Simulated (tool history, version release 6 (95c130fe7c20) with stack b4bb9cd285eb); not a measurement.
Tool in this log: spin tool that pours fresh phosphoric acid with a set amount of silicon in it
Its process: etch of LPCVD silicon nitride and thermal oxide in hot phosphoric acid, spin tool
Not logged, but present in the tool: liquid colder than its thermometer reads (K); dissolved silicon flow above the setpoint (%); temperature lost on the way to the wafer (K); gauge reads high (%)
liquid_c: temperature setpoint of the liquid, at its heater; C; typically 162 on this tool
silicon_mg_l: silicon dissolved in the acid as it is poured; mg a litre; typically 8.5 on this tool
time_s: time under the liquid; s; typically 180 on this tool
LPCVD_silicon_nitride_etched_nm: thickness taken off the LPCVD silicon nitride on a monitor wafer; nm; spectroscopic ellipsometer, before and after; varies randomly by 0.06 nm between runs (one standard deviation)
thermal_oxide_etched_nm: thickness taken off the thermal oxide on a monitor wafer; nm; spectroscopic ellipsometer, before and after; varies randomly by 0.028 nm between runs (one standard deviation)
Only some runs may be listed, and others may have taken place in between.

run	hour	liquid_c	silicon_mg_l	time_s	wafers since the last listed run	hours since the thermometer was replaced	hours since the dissolved silicon flow meter was replaced	hours since the heated supply line was repaired	hours since the gauge calibration	read-back film thickness of the LPCVD silicon nitride reference wafer, read on the same gauge (nm)	read-back film thickness of the thermal oxide reference wafer, read on the same gauge (nm)	LPCVD_silicon_nitride_etched_nm	thermal_oxide_etched_nm
1	0	162	8.5	180	0	11.7	1814	874.1	117.7	99.97	29.997	16.63	0.452
2	38.3	162	8.5	215	348	50	1852.3	912.4	156	100.02	30.018	19.82	0.593
3	91.2	162	8.5	215	481	102.9	1905.2	965.3	208.9	100	29.994	19.63	0.583
4	122.8	162	8.5	215	287	134.5	1936.8	996.9	240.5	100	30.013	19.79	0.555
5	172.8	162	8.5	180	454	184.5	1986.8	1046.9	290.5	99.98	29.985	16.55	0.458
6	217.8	162	6.5	180	409	229.5	2031.8	1091.9	335.5	99.99	30.023	16.51	0.513
7	255.6	163.5	12.5	225	343	267.3	2069.6	1129.7	373.3	100.01	29.996	21.51	0.589
# hour 258.8: heated supply line repaired
8	290	163.5	13.5	75	303	301.7	2104	31.2	407.7	99.96	30.027	7.52	0.215
# hour 311.9: dissolved silicon flow meter replaced
9	329.1	165	14.5	235	346	340.8	17.2	70.3	446.8	99.98	29.999	24.74	0.694
10	359.1	162	11	180	272	370.8	47.2	100.3	476.8	100.01	30.027	17.2	0.511
11	409.7	162	8.5	180	460	421.4	97.8	150.9	527.4	100.02	29.975	17.14	0.469
12	433.7	162	8.5	180	218	445.4	121.8	174.9	551.4	100	29.995	17.1	0.529
13	505.2	159	3	245	650	516.9	193.3	246.4	622.9	100	30.005	20.88	0.619
14	571.7	160	6.5	255	605	583.4	259.8	312.9	689.4	100.02	29.987	22.4	0.628
15	604.8	162	8.5	235	301	616.5	292.9	346	722.5	100	29.98	22.1	0.603
16	674.7	163.5	11	180	636	686.4	362.8	415.9	792.4	99.96	29.986	17.81	0.53
17	733.9	164.5	14.5	180	538	745.6	422	475.1	851.6	99.99	29.998	18.37	0.459
18	804.5	162	8.5	180	642	816.2	492.6	545.7	922.2	100.02	29.994	16.73	0.485
19	853.7	162	8.5	180	447	865.4	541.8	594.9	971.4	100	30.01	16.69	0.507
20	911.8	163	13	130	528	923.5	599.9	653	1029.5	99.99	29.998	12.5	0.338
21	954.6	163.5	8.5	180	389	966.3	642.7	695.8	1072.3	99.98	29.997	17.51	0.534
22	1004	162	8.5	180	449	1015.7	692.1	745.2	1121.7	99.99	30.002	16.65	0.48

Here are 4 independent what-if runs from the current tool condition. What would each one return?
A	1004.5	162	8.5	180	4	1016.2	692.6	745.7	1122.2	?	?	?	?
B	1004.5	159.5	6.5	275	4	1016.2	692.6	745.7	1122.2	?	?	?	?
C	1004.5	160.5	5	220	4	1016.2	692.6	745.7	1122.2	?	?	?	?
D	1004.5	162	1.5	105	4	1016.2	692.6	745.7	1122.2	?	?	?	?

run	read-back film thickness of the LPCVD silicon nitride reference wafer, read on the same gauge (nm)	read-back film thickness of the thermal oxide reference wafer, read on the same gauge (nm)	LPCVD_silicon_nitride_etched_nm	thermal_oxide_etched_nm
A	100.03	29.995	16.6	0.447
B	100.03	29.995	23.31	0.592
C	100.03	29.995	19.29	0.526
D	100.03	29.995	9.68	0.3
With the hidden condition removed and each run's random variation left untouched, the same runs would have given:
run	LPCVD_silicon_nitride_etched_nm	thermal_oxide_etched_nm
A	17.3	0.49
B	24.3	0.649
C	20.11	0.576
D	10.09	0.329

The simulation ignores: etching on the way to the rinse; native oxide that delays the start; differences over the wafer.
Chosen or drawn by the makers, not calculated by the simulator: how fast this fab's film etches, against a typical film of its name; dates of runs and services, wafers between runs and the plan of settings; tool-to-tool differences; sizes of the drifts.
